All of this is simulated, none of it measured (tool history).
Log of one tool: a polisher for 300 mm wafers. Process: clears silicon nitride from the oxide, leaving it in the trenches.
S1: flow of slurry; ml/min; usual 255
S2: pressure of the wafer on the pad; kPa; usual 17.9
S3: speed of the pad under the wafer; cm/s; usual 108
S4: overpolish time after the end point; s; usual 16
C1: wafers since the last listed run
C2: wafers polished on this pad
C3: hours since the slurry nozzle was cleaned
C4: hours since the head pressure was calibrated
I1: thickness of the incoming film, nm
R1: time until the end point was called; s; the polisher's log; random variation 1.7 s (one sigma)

{"run": 1, "hour": 0.0, "S1": 255, "S2": 22.1, "S3": 108, "S4": 16, "C1": 0, "C2": 618, "C3": 129.6, "C4": 695.3, "I1": 121.3, "R1": 119.1}
{"run": 2, "hour": 17.4, "S1": 255, "S2": 22.1, "S3": 108, "S4": 16, "C1": 151, "C2": 770, "C3": 147, "C4": 712.7, "I1": 120.6, "R1": 117.7}
{"run": 3, "hour": 30.6, "S1": 255, "S2": 22.1, "S3": 108, "S4": 16, "C1": 114, "C2": 885, "C3": 160.2, "C4": 725.9, "I1": 120.6, "R1": 118.4}
{"run": 4, "hour": 36.8, "S1": 255, "S2": 20.7, "S3": 108, "S4": 16, "C1": 53, "C2": 939, "C3": 166.4, "C4": 732.1, "I1": 120.1, "R1": 126.5}
{"hour": 46.0, "done": "worn pad replaced by a new one"}
{"run": 5, "hour": 46.5, "S1": 255, "S2": 20.7, "S3": 108, "S4": 16, "C1": 49, "C2": 4, "C3": 176.1, "C4": 741.8, "I1": 120.4, "R1": 126.3}
{"hour": 92.2, "done": "slurry nozzle cleaned"}
{"run": 6, "hour": 92.7, "S1": 255, "S2": 20.7, "S3": 108, "S4": 16, "C1": 393, "C2": 397, "C3": 0.5, "C4": 788, "I1": 119.9, "R1": 124}
{"run": 7, "hour": 98.1, "S1": 255, "S2": 17.9, "S3": 108, "S4": 16, "C1": 47, "C2": 444, "C3": 5.9, "C4": 793.4, "I1": 121.4, "R1": 148.5}
{"run": 8, "hour": 108.9, "S1": 255, "S2": 17.9, "S3": 108, "S4": 16, "C1": 94, "C2": 538, "C3": 16.7, "C4": 804.2, "I1": 119.4, "R1": 144.1}
{"run": 9, "hour": 116.2, "S1": 255, "S2": 17.9, "S3": 108, "S4": 16, "C1": 63, "C2": 602, "C3": 24, "C4": 811.5, "I1": 119.1, "R1": 144.1}
{"run": 10, "hour": 126.7, "S1": 255, "S2": 17.9, "S3": 108, "S4": 16, "C1": 91, "C2": 693, "C3": 34.5, "C4": 822, "I1": 121.3, "R1": 145.9}
{"run": 11, "hour": 139.7, "S1": 255, "S2": 17.9, "S3": 108, "S4": 20, "C1": 113, "C2": 806, "C3": 47.5, "C4": 835, "I1": 118.4, "R1": 142.9}
{"run": 12, "hour": 148.8, "S1": 255, "S2": 17.9, "S3": 108, "S4": 16, "C1": 79, "C2": 886, "C3": 56.6, "C4": 844.1, "I1": 119, "R1": 146}
{"hour": 159.4, "done": "worn pad replaced by a new one"}
{"run": 13, "hour": 159.9, "S1": 255, "S2": 17.9, "S3": 108, "S4": 16, "C1": 61, "C2": 4, "C3": 67.7, "C4": 855.2, "I1": 118.5, "R1": 142.5}
{"run": 14, "hour": 174.6, "S1": 255, "S2": 17.9, "S3": 108, "S4": 16, "C1": 127, "C2": 132, "C3": 82.4, "C4": 869.9, "I1": 118.4, "R1": 142.9}
{"run": 15, "hour": 182.0, "S1": 255, "S2": 17.9, "S3": 108, "S4": 16, "C1": 64, "C2": 196, "C3": 89.8, "C4": 877.3, "I1": 120, "R1": 150.9}
{"run": 16, "hour": 190.9, "S1": 255, "S2": 17.9, "S3": 108, "S4": 16, "C1": 77, "C2": 274, "C3": 98.7, "C4": 886.2, "I1": 119.4, "R1": 146.6}
{"run": 17, "hour": 198.6, "S1": 255, "S2": 17.9, "S3": 108, "S4": 16, "C1": 67, "C2": 341, "C3": 106.4, "C4": 893.9, "I1": 121.2, "R1": 143.7}
{"run": 18, "hour": 216.3, "S1": 255, "S2": 17.9, "S3": 108, "S4": 16, "C1": 154, "C2": 495, "C3": 124.1, "C4": 911.6, "I1": 119.7, "R1": 145.9}
{"run": 19, "hour": 230.1, "S1": 320, "S2": 20.7, "S3": 108, "S4": 19, "C1": 120, "C2": 615, "C3": 137.9, "C4": 925.4, "I1": 121.9, "R1": 125.6}
{"run": 20, "hour": 245.1, "S1": 320, "S2": 20.7, "S3": 108, "S4": 19, "C1": 130, "C2": 745, "C3": 152.9, "C4": 940.4, "I1": 120, "R1": 124.7}
{"hour": 264.5, "done": "worn pad replaced by a new one"}
{"run": 21, "hour": 278.9, "S1": 310, "S2": 13.8, "S3": 108, "S4": 7, "C1": 259, "C2": 125, "C3": 186.7, "C4": 974.2, "I1": 119.6, "R1": 192.1}
{"run": 22, "hour": 290.3, "S1": 255, "S2": 17.9, "S3": 108, "S4": 16, "C1": 99, "C2": 225, "C3": 198.1, "C4": 985.6, "I1": 119.7, "R1": 143.7}
{"run": 23, "hour": 299.1, "S1": 255, "S2": 17.9, "S3": 108, "S4": 16, "C1": 76, "C2": 301, "C3": 206.9, "C4": 994.4, "I1": 120.1, "R1": 145.3}
{"hour": 324.9, "done": "slurry nozzle cleaned"}
{"run": 24, "hour": 344.1, "S1": 255, "S2": 22.8, "S3": 120, "S4": 19, "C1": 383, "C2": 684, "C3": 19.2, "C4": 1039.4, "I1": 119.7, "R1": 103.6}
{"run": 25, "hour": 351.6, "S1": 280, "S2": 17.9, "S3": 108, "S4": 16, "C1": 65, "C2": 749, "C3": 26.7, "C4": 1046.9, "I1": 121.2, "R1": 151.3}
{"hour": 354.3, "done": "head pressure recalibrated"}
{"hour": 360.9, "done": "worn pad replaced by a new one"}
{"run": 26, "hour": 361.4, "S1": 220, "S2": 17.9, "S3": 126, "S4": 24, "C1": 33, "C2": 4, "C3": 36.5, "C4": 7.1, "I1": 119.3, "R1": 116.8}
{"run": 27, "hour": 374.9, "S1": 310, "S2": 17.9, "S3": 98, "S4": 25, "C1": 117, "C2": 121, "C3": 50, "C4": 20.6, "I1": 118.6, "R1": 143.1}
{"run": 28, "hour": 391.7, "S1": 255, "S2": 17.9, "S3": 108, "S4": 16, "C1": 146, "C2": 267, "C3": 66.8, "C4": 37.4, "I1": 118.3, "R1": 130.7}
{"run": 29, "hour": 407.6, "S1": 255, "S2": 17.9, "S3": 108, "S4": 16, "C1": 138, "C2": 406, "C3": 82.7, "C4": 53.3, "I1": 120.4, "R1": 137.4}
{"run": 30, "hour": 417.0, "S1": 255, "S2": 17.9, "S3": 134, "S4": 24, "C1": 81, "C2": 488, "C3": 92.1, "C4": 62.7, "I1": 117.9, "R1": 106.8}
{"run": 31, "hour": 423.2, "S1": 255, "S2": 17.9, "S3": 108, "S4": 16, "C1": 53, "C2": 541, "C3": 98.3, "C4": 68.9, "I1": 119.8, "R1": 133.3}
{"run": 32, "hour": 433.1, "S1": 255, "S2": 17.9, "S3": 108, "S4": 16, "C1": 86, "C2": 628, "C3": 108.2, "C4": 78.8, "I1": 119.5, "R1": 129.4}
{"run": 33, "hour": 446.1, "S1": 330, "S2": 21.4, "S3": 108, "S4": 16, "C1": 113, "C2": 741, "C3": 121.2, "C4": 91.8, "I1": 120.9, "R1": 108.8}
{"run": 34, "hour": 455.4, "S1": 330, "S2": 13.1, "S3": 136, "S4": 8, "C1": 80, "C2": 822, "C3": 130.5, "C4": 101.1, "I1": 120.2, "R1": 143.4}
{"run": 35, "hour": 464.4, "S1": 255, "S2": 12.4, "S3": 78, "S4": 16, "C1": 78, "C2": 900, "C3": 139.5, "C4": 110.1, "I1": 119.8, "R1": 273.8}
{"hour": 476.4, "done": "worn pad replaced by a new one"}
{"run": 36, "hour": 476.9, "S1": 255, "S2": 20, "S3": 108, "S4": 16, "C1": 73, "C2": 4, "C3": 152, "C4": 122.6, "I1": 119.8, "R1": 123}
{"hour": 504.9, "done": "slurry nozzle cleaned"}
{"run": 37, "hour": 521.7, "S1": 255, "S2": 17.9, "S3": 108, "S4": 16, "C1": 381, "C2": 385, "C3": 16.8, "C4": 167.4, "I1": 119.3, "R1": 135}

Forecast each of these 4 alternatives for the next run:
{"run": "A", "hour": 522.2, "S1": 255, "S2": 17.9, "S3": 108, "S4": 16, "C1": 4, "C2": 390, "C3": 17.3, "C4": 167.9, "I1": 119.9, "R1": "?"}
{"run": "B", "hour": 522.2, "S1": 225, "S2": 24.1, "S3": 108, "S4": 16, "C1": 4, "C2": 390, "C3": 17.3, "C4": 167.9, "I1": 119.9, "R1": "?"}
{"run": "C", "hour": 522.2, "S1": 255, "S2": 17.9, "S3": 84, "S4": 16, "C1": 4, "C2": 390, "C3": 17.3, "C4": 167.9, "I1": 119.9, "R1": "?"}
{"run": "D", "hour": 522.2, "S1": 255, "S2": 17.9, "S3": 88, "S4": 7, "C1": 4, "C2": 390, "C3": 17.3, "C4": 167.9, "I1": 119.9, "R1": "?"}

run=A R1=134.6
run=B R1=101
run=C R1=173
run=D R1=165.1
Without the tool's hidden state the same runs would have given:
run=A R1=130.1
run=B R1=97.7
run=C R1=167.3
run=D R1=159.7
